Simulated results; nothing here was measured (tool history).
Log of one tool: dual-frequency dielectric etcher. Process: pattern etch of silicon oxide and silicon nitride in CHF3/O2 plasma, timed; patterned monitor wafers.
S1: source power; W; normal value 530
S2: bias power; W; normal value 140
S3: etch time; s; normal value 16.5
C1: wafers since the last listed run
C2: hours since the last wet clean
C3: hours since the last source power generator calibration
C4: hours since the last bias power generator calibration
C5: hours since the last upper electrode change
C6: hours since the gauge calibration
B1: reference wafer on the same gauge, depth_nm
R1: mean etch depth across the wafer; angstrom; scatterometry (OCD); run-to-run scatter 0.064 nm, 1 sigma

| run | day | S1 | S2 | S3 | C1 | C2 | C3 | C4 | C5 | C6 | B1 | R1 |
|---|---|---|---|---|---|---|---|---|---|---|---|---|
| 1 | 0 | 530 | 140 | 16.5 | 0 | 341.5 | 5015.5 | 2647.8 | 4026 | 144.8 | 22.22 | 221.6 |
| 2 | 0.417 | 530 | 140 | 16.5 | 219 | 351.5 | 5025.5 | 2657.8 | 4036 | 154.8 | 22.2 | 220.8 |
| 3 | 0.725 | 530 | 140 | 16.5 | 162 | 358.9 | 5032.9 | 2665.2 | 4043.4 | 162.2 | 22.2 | 221.7 |
| 4 | 1.233 | 630 | 140 | 16.5 | 267 | 371.1 | 5045.1 | 2677.4 | 4055.6 | 174.4 | 22.17 | 238.8 |
| 5 | 1.8 | 490 | 140 | 16.5 | 298 | 384.7 | 5058.7 | 2691 | 4069.2 | 188 | 22.21 | 213.9 |
|  | 2.208 | bias power generator calibrated |
| 6 | 2.229 | 530 | 140 | 16.5 | 138 | 395 | 5069 | 0.5 | 4079.5 | 198.3 | 22.17 | 220.2 |
| 7 | 2.604 | 530 | 140 | 16.5 | 197 | 404 | 5078 | 9.5 | 4088.5 | 207.3 | 22.23 | 220.6 |
|  | 2.896 | source power generator calibrated |
| 8 | 3.196 | 530 | 140 | 16.5 | 223 | 418.2 | 7.2 | 23.7 | 4102.7 | 221.5 | 22.2 | 221 |
| 9 | 3.642 | 530 | 140 | 16.5 | 234 | 428.9 | 17.9 | 34.4 | 4113.4 | 232.2 | 22.18 | 220.8 |
| 10 | 4.158 | 530 | 140 | 16.5 | 272 | 441.3 | 30.3 | 46.8 | 4125.8 | 244.6 | 22.18 | 219.1 |
| 11 | 4.442 | 530 | 140 | 16.5 | 149 | 448.1 | 37.1 | 53.6 | 4132.6 | 251.4 | 22.21 | 220.3 |
|  | 5.612 | wet clean of the chamber |
| 12 | 5.633 | 470 | 140 | 16.5 | 100 | 0.5 | 65.7 | 82.2 | 4161.2 | 280 | 22.2 | 214.6 |
| 13 | 5.646 | 460 | 140 | 16.5 | 6 | 0.8 | 66 | 82.5 | 4161.5 | 280.3 | 22.18 | 213.4 |
| 14 | 5.738 | 530 | 169 | 15 | 48 | 3 | 68.2 | 84.7 | 4163.7 | 282.5 | 22.2 | 216.1 |
| 15 | 6.158 | 590 | 119 | 16.5 | 221 | 13.1 | 78.3 | 94.8 | 4173.8 | 292.6 | 22.23 | 230.3 |
| 16 | 6.683 | 580 | 164 | 16.5 | 276 | 25.7 | 90.9 | 107.4 | 4186.4 | 305.2 | 22.2 | 244.1 |
| 17 | 7.096 | 600 | 113 | 12.5 | 217 | 35.6 | 100.8 | 117.3 | 4196.3 | 315.1 | 22.17 | 172.9 |
| 18 | 7.471 | 530 | 140 | 19.5 | 197 | 44.6 | 109.8 | 126.3 | 4205.3 | 324.1 | 22.23 | 267.1 |
| 19 | 7.908 | 470 | 105 | 20.5 | 230 | 55.1 | 120.3 | 136.8 | 4215.8 | 334.6 | 22.21 | 249.6 |
|  | 9.725 | gauge calibrated |
|  | 9.796 | upper electrode replaced |
| 20 | 9.817 | 470 | 131 | 19.5 | 478 | 100.9 | 166.1 | 182.6 | 0.5 | 2.2 | 22.18 | 248.9 |

Run 21 is up next; what results do you expect?
| 21 | 9.9 | 530 | 140 | 16.5 | 43 | 102.9 | 168.1 | 184.6 | 2.5 | 4.2 | ? | ? |

{"run 21": {"B1": 22.22, "R1": 226.7}}
With the hidden condition absent and the run-to-run variation left alone, this run would have shown R1 227.3 angstrom.

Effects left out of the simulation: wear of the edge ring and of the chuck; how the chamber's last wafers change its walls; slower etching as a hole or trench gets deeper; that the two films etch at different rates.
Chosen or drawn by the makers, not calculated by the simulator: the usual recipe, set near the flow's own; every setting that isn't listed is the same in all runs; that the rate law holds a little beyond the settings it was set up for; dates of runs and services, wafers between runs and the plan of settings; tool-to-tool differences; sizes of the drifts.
